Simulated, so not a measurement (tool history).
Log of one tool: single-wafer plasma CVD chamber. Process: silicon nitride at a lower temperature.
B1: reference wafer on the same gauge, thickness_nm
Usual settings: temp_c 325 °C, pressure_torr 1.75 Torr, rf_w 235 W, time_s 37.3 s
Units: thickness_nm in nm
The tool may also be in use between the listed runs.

run 1 day=0 | temp_c=325 pressure_torr=1.75 rf_w=235 time_s=37.3 | B1=44.831 | thickness_nm=38.109
run 2 day=2.192 | temp_c=325 pressure_torr=1.75 rf_w=235 time_s=37.3 | B1=44.796 | thickness_nm=37.948
-- day=3.933 thermocouple changed; heater temperature recalibrated
-- day=4.317 RF generator calibrated
run 3 day=5.388 | temp_c=325 pressure_torr=1.75 rf_w=235 time_s=37.3 | B1=44.767 | thickness_nm=38.824
run 4 day=7.367 | temp_c=325 pressure_torr=2.06 rf_w=235 time_s=37.3 | B1=44.842 | thickness_nm=40.209
run 5 day=10.862 | temp_c=325 pressure_torr=2.06 rf_w=235 time_s=37.3 | B1=44.77 | thickness_nm=40.267
run 6 day=15.008 | temp_c=317 pressure_torr=1.75 rf_w=235 time_s=37.3 | B1=44.763 | thickness_nm=38.601
run 7 day=19.312 | temp_c=317 pressure_torr=1.75 rf_w=235 time_s=37.3 | B1=44.738 | thickness_nm=38.63
run 8 day=21.85 | temp_c=325 pressure_torr=1.75 rf_w=220 time_s=32.3 | B1=44.854 | thickness_nm=31.538
run 9 day=25.246 | temp_c=325 pressure_torr=1.75 rf_w=265 time_s=37.3 | B1=44.811 | thickness_nm=42.346
run 10 day=29.15 | temp_c=325 pressure_torr=1.75 rf_w=235 time_s=37.3 | B1=44.823 | thickness_nm=38.38
run 11 day=31.958 | temp_c=325 pressure_torr=1.75 rf_w=235 time_s=37.3 | B1=44.798 | thickness_nm=38.301
run 12 day=34.404 | temp_c=333 pressure_torr=1.41 rf_w=220 time_s=34.4 | B1=44.768 | thickness_nm=31.627
run 13 day=36.625 | temp_c=325 pressure_torr=1.75 rf_w=235 time_s=37.3 | B1=44.819 | thickness_nm=38.325
run 14 day=38.612 | temp_c=325 pressure_torr=1.75 rf_w=235 time_s=37.3 | B1=44.824 | thickness_nm=38.251
run 15 day=40.988 | temp_c=339 pressure_torr=1.75 rf_w=190 time_s=37.3 | B1=44.865 | thickness_nm=31.367
run 16 day=42.688 | temp_c=334 pressure_torr=2.1 rf_w=235 time_s=37.3 | B1=44.786 | thickness_nm=39.862
run 17 day=46.95 | temp_c=325 pressure_torr=1.75 rf_w=235 time_s=37.3 | B1=44.755 | thickness_nm=38.047
run 18 day=51.021 | temp_c=325 pressure_torr=1.75 rf_w=200 time_s=41.3 | B1=44.822 | thickness_nm=36.766
run 19 day=52.883 | temp_c=325 pressure_torr=1.75 rf_w=235 time_s=37.3 | B1=44.783 | thickness_nm=37.931
-- day=55.075 gauge calibrated
-- day=56.917 showerhead replaced
-- day=57.75 capacitance manometer re-zeroed and calibrated
run 20 day=63.196 | temp_c=315 pressure_torr=1.75 rf_w=235 time_s=37.3 | B1=44.877 | thickness_nm=38.696
run 21 day=66.088 | temp_c=320 pressure_torr=2 rf_w=235 time_s=37.3 | B1=44.827 | thickness_nm=39.801
run 22 day=69.992 | temp_c=325 pressure_torr=1.75 rf_w=235 time_s=37.3 | B1=44.845 | thickness_nm=38.626
run 23 day=73.333 | temp_c=315 pressure_torr=1.75 rf_w=235 time_s=41.4 | B1=44.785 | thickness_nm=42.719
run 24 day=75.033 | temp_c=325 pressure_torr=1.75 rf_w=235 time_s=37.3 | B1=44.817 | thickness_nm=38.462
run 25 day=76.721 | temp_c=336 pressure_torr=1.61 rf_w=235 time_s=31.6 | B1=44.742 | thickness_nm=31.953
run 26 day=80.462 | temp_c=331 pressure_torr=1.75 rf_w=235 time_s=30.2 | B1=44.784 | thickness_nm=31.208
-- day=84.317 RF generator calibrated
run 27 day=84.338 | temp_c=335 pressure_torr=1.89 rf_w=275 time_s=33.5 | B1=44.81 | thickness_nm=40.791

5 ways to go on from here, each from the tool as it stands after run 27. What would each give?
run A day=84.354 | temp_c=325 pressure_torr=1.75 rf_w=260 time_s=37.3 | B1=? | thickness_nm=?
run B day=84.354 | temp_c=313 pressure_torr=2.15 rf_w=235 time_s=39.2 | B1=? | thickness_nm=?
run C day=84.354 | temp_c=313 pressure_torr=1.75 rf_w=270 time_s=42.2 | B1=? | thickness_nm=?
run D day=84.354 | temp_c=325 pressure_torr=1.41 rf_w=280 time_s=37.3 | B1=? | thickness_nm=?
run E day=84.354 | temp_c=319 pressure_torr=1.75 rf_w=275 time_s=39.5 | B1=? | thickness_nm=?

run=A B1=44.801 thickness_nm=42.844
run=B B1=44.801 thickness_nm=43.606
run=C B1=44.801 thickness_nm=50.135
run=D B1=44.801 thickness_nm=43.219
run=E B1=44.801 thickness_nm=47.529
Without the tool's hidden state the same runs would have given:
run=A thickness_nm=43.316
run=B thickness_nm=44.068
run=C thickness_nm=50.681
run=D thickness_nm=43.703
run=E thickness_nm=48.046
